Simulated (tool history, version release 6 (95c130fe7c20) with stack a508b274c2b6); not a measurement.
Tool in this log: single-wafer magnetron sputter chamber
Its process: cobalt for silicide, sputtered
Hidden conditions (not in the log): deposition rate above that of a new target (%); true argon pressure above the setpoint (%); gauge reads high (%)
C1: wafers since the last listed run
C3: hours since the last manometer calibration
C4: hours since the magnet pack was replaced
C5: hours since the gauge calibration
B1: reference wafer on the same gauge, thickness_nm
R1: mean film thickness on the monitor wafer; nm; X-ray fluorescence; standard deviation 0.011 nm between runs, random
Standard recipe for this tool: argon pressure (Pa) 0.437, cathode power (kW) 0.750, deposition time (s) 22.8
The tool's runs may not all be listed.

{"run": 1, "day": 0.0, "argon pressure (Pa)": 0.437, "cathode power (kW)": 0.85, "deposition time (s)": 22.8, "C1": 0, "wafers on the sputter target": 4339, "C3": 2057.5, "C4": 7083.2, "C5": 247.4, "B1": 8.7, "R1": 8.294}
{"run": 2, "day": 0.429, "argon pressure (Pa)": 0.437, "cathode power (kW)": 0.75, "deposition time (s)": 22.8, "C1": 294, "wafers on the sputter target": 4634, "C3": 2067.8, "C4": 7093.5, "C5": 257.7, "B1": 8.696, "R1": 7.385}
{"run": 3, "day": 1.058, "argon pressure (Pa)": 0.437, "cathode power (kW)": 0.75, "deposition time (s)": 22.8, "C1": 432, "wafers on the sputter target": 5066, "C3": 2082.9, "C4": 7108.6, "C5": 272.8, "B1": 8.691, "R1": 7.37}
{"day": 1.533, "done": "sputter target and shields replaced"}
{"run": 4, "day": 1.554, "argon pressure (Pa)": 0.564, "cathode power (kW)": 0.75, "deposition time (s)": 22.8, "C1": 111, "wafers on the sputter target": 14, "C3": 2094.8, "C4": 7120.5, "C5": 284.7, "B1": 8.695, "R1": 7.092}
{"run": 5, "day": 1.821, "argon pressure (Pa)": 0.564, "cathode power (kW)": 0.75, "deposition time (s)": 22.8, "C1": 183, "wafers on the sputter target": 197, "C3": 2101.2, "C4": 7126.9, "C5": 291.1, "B1": 8.69, "R1": 7.068}
{"run": 6, "day": 2.354, "argon pressure (Pa)": 0.564, "cathode power (kW)": 0.75, "deposition time (s)": 22.8, "C1": 366, "wafers on the sputter target": 563, "C3": 2114.0, "C4": 7139.7, "C5": 303.9, "B1": 8.691, "R1": 7.06}
{"run": 7, "day": 3.012, "argon pressure (Pa)": 0.437, "cathode power (kW)": 0.75, "deposition time (s)": 22.8, "C1": 452, "wafers on the sputter target": 1015, "C3": 2129.8, "C4": 7155.5, "C5": 319.7, "B1": 8.692, "R1": 7.434}
{"run": 8, "day": 3.5, "argon pressure (Pa)": 0.437, "cathode power (kW)": 0.75, "deposition time (s)": 22.8, "C1": 334, "wafers on the sputter target": 1350, "C3": 2141.5, "C4": 7167.2, "C5": 331.4, "B1": 8.69, "R1": 7.409}
{"run": 9, "day": 3.775, "argon pressure (Pa)": 0.437, "cathode power (kW)": 0.75, "deposition time (s)": 22.8, "C1": 188, "wafers on the sputter target": 1539, "C3": 2148.1, "C4": 7173.8, "C5": 338.0, "B1": 8.689, "R1": 7.414}
{"run": 10, "day": 4.45, "argon pressure (Pa)": 0.437, "cathode power (kW)": 0.75, "deposition time (s)": 22.8, "C1": 463, "wafers on the sputter target": 2003, "C3": 2164.3, "C4": 7190.0, "C5": 354.2, "B1": 8.686, "R1": 7.388}
{"run": 11, "day": 5.129, "argon pressure (Pa)": 0.437, "cathode power (kW)": 0.75, "deposition time (s)": 22.8, "C1": 466, "wafers on the sputter target": 2469, "C3": 2180.6, "C4": 7206.3, "C5": 370.5, "B1": 8.688, "R1": 7.392}
{"run": 12, "day": 5.475, "argon pressure (Pa)": 0.437, "cathode power (kW)": 0.75, "deposition time (s)": 22.8, "C1": 237, "wafers on the sputter target": 2707, "C3": 2188.9, "C4": 7214.6, "C5": 378.8, "B1": 8.689, "R1": 7.383}
{"run": 13, "day": 5.892, "argon pressure (Pa)": 0.437, "cathode power (kW)": 0.75, "deposition time (s)": 22.8, "C1": 286, "wafers on the sputter target": 2993, "C3": 2198.9, "C4": 7224.6, "C5": 388.8, "B1": 8.692, "R1": 7.38}
{"run": 14, "day": 6.608, "argon pressure (Pa)": 0.58, "cathode power (kW)": 0.75, "deposition time (s)": 22.8, "C1": 492, "wafers on the sputter target": 3485, "C3": 2216.1, "C4": 7241.8, "C5": 406.0, "B1": 8.691, "R1": 6.944}
{"run": 15, "day": 7.021, "argon pressure (Pa)": 0.437, "cathode power (kW)": 0.7, "deposition time (s)": 24.1, "C1": 283, "wafers on the sputter target": 3769, "C3": 2226.0, "C4": 7251.7, "C5": 415.9, "B1": 8.696, "R1": 7.314}
{"run": 16, "day": 7.538, "argon pressure (Pa)": 0.564, "cathode power (kW)": 0.75, "deposition time (s)": 22.8, "C1": 354, "wafers on the sputter target": 4124, "C3": 2238.4, "C4": 7264.1, "C5": 428.3, "B1": 8.689, "R1": 6.98}
{"run": 17, "day": 8.25, "argon pressure (Pa)": 0.437, "cathode power (kW)": 0.55, "deposition time (s)": 22.8, "C1": 489, "wafers on the sputter target": 4613, "C3": 2255.5, "C4": 7281.2, "C5": 445.4, "B1": 8.692, "R1": 5.556}
{"day": 9.262, "done": "sputter target and shields replaced"}
{"run": 18, "day": 9.283, "argon pressure (Pa)": 0.499, "cathode power (kW)": 0.6, "deposition time (s)": 20.7, "C1": 480, "wafers on the sputter target": 13, "C3": 2280.3, "C4": 7306.0, "C5": 470.2, "B1": 8.684, "R1": 5.39}
{"run": 19, "day": 9.417, "argon pressure (Pa)": 0.599, "cathode power (kW)": 0.85, "deposition time (s)": 25.0, "C1": 91, "wafers on the sputter target": 104, "C3": 2283.5, "C4": 7309.2, "C5": 473.4, "B1": 8.686, "R1": 8.55}
{"day": 9.521, "done": "gauge calibrated"}
{"run": 20, "day": 9.771, "argon pressure (Pa)": 0.437, "cathode power (kW)": 0.6, "deposition time (s)": 24.3, "C1": 243, "wafers on the sputter target": 347, "C3": 2292.0, "C4": 7317.7, "C5": 6.0, "B1": 8.689, "R1": 6.48}
{"day": 10.529, "done": "capacitance manometer re-zeroed and calibrated"}
{"run": 21, "day": 10.55, "argon pressure (Pa)": 0.277, "cathode power (kW)": 0.75, "deposition time (s)": 25.3, "C1": 306, "wafers on the sputter target": 654, "C3": 0.5, "C4": 7336.4, "C5": 24.7, "B1": 8.688, "R1": 8.904}
{"run": 22, "day": 10.796, "argon pressure (Pa)": 0.437, "cathode power (kW)": 0.75, "deposition time (s)": 22.8, "C1": 168, "wafers on the sputter target": 823, "C3": 6.4, "C4": 7342.3, "C5": 30.6, "B1": 8.689, "R1": 7.546}
{"day": 11.342, "done": "magnet pack replaced"}
{"run": 23, "day": 11.383, "argon pressure (Pa)": 0.437, "cathode power (kW)": 0.85, "deposition time (s)": 22.8, "C1": 174, "wafers on the sputter target": 997, "C3": 20.5, "C4": 1.0, "C5": 44.7, "B1": 8.68, "R1": 8.463}
{"run": 24, "day": 11.892, "argon pressure (Pa)": 0.529, "cathode power (kW)": 0.75, "deposition time (s)": 21.2, "C1": 349, "wafers on the sputter target": 1346, "C3": 32.7, "C4": 13.2, "C5": 56.9, "B1": 8.688, "R1": 6.768}
{"run": 25, "day": 12.575, "argon pressure (Pa)": 0.35, "cathode power (kW)": 0.9, "deposition time (s)": 22.8, "C1": 469, "wafers on the sputter target": 1816, "C3": 49.1, "C4": 29.6, "C5": 73.3, "B1": 8.687, "R1": 9.169}
{"run": 26, "day": 13.162, "argon pressure (Pa)": 0.437, "cathode power (kW)": 0.75, "deposition time (s)": 21.2, "C1": 403, "wafers on the sputter target": 2219, "C3": 63.2, "C4": 43.7, "C5": 87.4, "B1": 8.687, "R1": 6.979}
{"run": 27, "day": 13.804, "argon pressure (Pa)": 0.437, "cathode power (kW)": 0.75, "deposition time (s)": 22.8, "C1": 440, "wafers on the sputter target": 2660, "C3": 78.6, "C4": 59.1, "C5": 102.8, "B1": 8.693, "R1": 7.504}
{"run": 28, "day": 14.462, "argon pressure (Pa)": 0.277, "cathode power (kW)": 0.75, "deposition time (s)": 25.3, "C1": 452, "wafers on the sputter target": 3112, "C3": 94.4, "C4": 74.9, "C5": 118.6, "B1": 8.688, "R1": 8.843}
{"run": 29, "day": 14.8, "argon pressure (Pa)": 0.437, "cathode power (kW)": 0.75, "deposition time (s)": 22.8, "C1": 231, "wafers on the sputter target": 3344, "C3": 102.5, "C4": 83.0, "C5": 126.7, "B1": 8.693, "R1": 7.506}
{"run": 30, "day": 15.275, "argon pressure (Pa)": 0.607, "cathode power (kW)": 0.9, "deposition time (s)": 22.8, "C1": 326, "wafers on the sputter target": 3671, "C3": 113.9, "C4": 94.4, "C5": 138.1, "B1": 8.688, "R1": 8.343}
{"run": 31, "day": 15.871, "argon pressure (Pa)": 0.437, "cathode power (kW)": 0.75, "deposition time (s)": 22.8, "C1": 409, "wafers on the sputter target": 4080, "C3": 128.2, "C4": 108.7, "C5": 152.4, "B1": 8.695, "R1": 7.495}
{"run": 32, "day": 16.479, "argon pressure (Pa)": 0.437, "cathode power (kW)": 0.85, "deposition time (s)": 22.8, "C1": 417, "wafers on the sputter target": 4498, "C3": 142.8, "C4": 123.3, "C5": 167.0, "B1": 8.69, "R1": 8.406}
{"day": 17.488, "done": "sputter target and shields replaced"}
{"run": 33, "day": 17.508, "argon pressure (Pa)": 0.437, "cathode power (kW)": 0.65, "deposition time (s)": 24.3, "C1": 477, "wafers on the sputter target": 15, "C3": 167.5, "C4": 148.0, "C5": 191.7, "B1": 8.688, "R1": 7.104}
{"run": 34, "day": 17.933, "argon pressure (Pa)": 0.611, "cathode power (kW)": 0.85, "deposition time (s)": 25.4, "C1": 291, "wafers on the sputter target": 307, "C3": 177.7, "C4": 158.2, "C5": 201.9, "B1": 8.69, "R1": 8.867}
{"run": 35, "day": 18.679, "argon pressure (Pa)": 0.35, "cathode power (kW)": 0.9, "deposition time (s)": 19.3, "C1": 512, "wafers on the sputter target": 819, "C3": 195.6, "C4": 176.1, "C5": 219.8, "B1": 8.688, "R1": 7.825}
{"run": 36, "day": 19.054, "argon pressure (Pa)": 0.437, "cathode power (kW)": 0.8, "deposition time (s)": 24.5, "C1": 257, "wafers on the sputter target": 1077, "C3": 204.6, "C4": 185.1, "C5": 228.8, "B1": 8.689, "R1": 8.582}

3 ways to go on from here, each from the tool as it stands after run 36. What would each give?
{"run": "A", "day": 19.071, "argon pressure (Pa)": 0.437, "cathode power (kW)": 0.75, "deposition time (s)": 22.8, "C1": 11, "wafers on the sputter target": 1088, "C3": 205.0, "C4": 185.5, "C5": 229.2, "B1": "?", "R1": "?"}
{"run": "B", "day": 19.071, "argon pressure (Pa)": 0.504, "cathode power (kW)": 0.7, "deposition time (s)": 18.3, "C1": 11, "wafers on the sputter target": 1088, "C3": 205.0, "C4": 185.5, "C5": 229.2, "B1": "?", "R1": "?"}
{"run": "C", "day": 19.071, "argon pressure (Pa)": 0.289, "cathode power (kW)": 0.65, "deposition time (s)": 26.3, "C1": 11, "wafers on the sputter target": 1088, "C3": 205.0, "C4": 185.5, "C5": 229.2, "B1": "?", "R1": "?"}

run=A B1=8.695 R1=7.551
run=B B1=8.695 R1=5.549
run=C B1=8.695 R1=8.090
What these runs would have given with no unlogged condition in the tool:
run=A R1=7.619
run=B R1=5.600
run=C R1=8.156
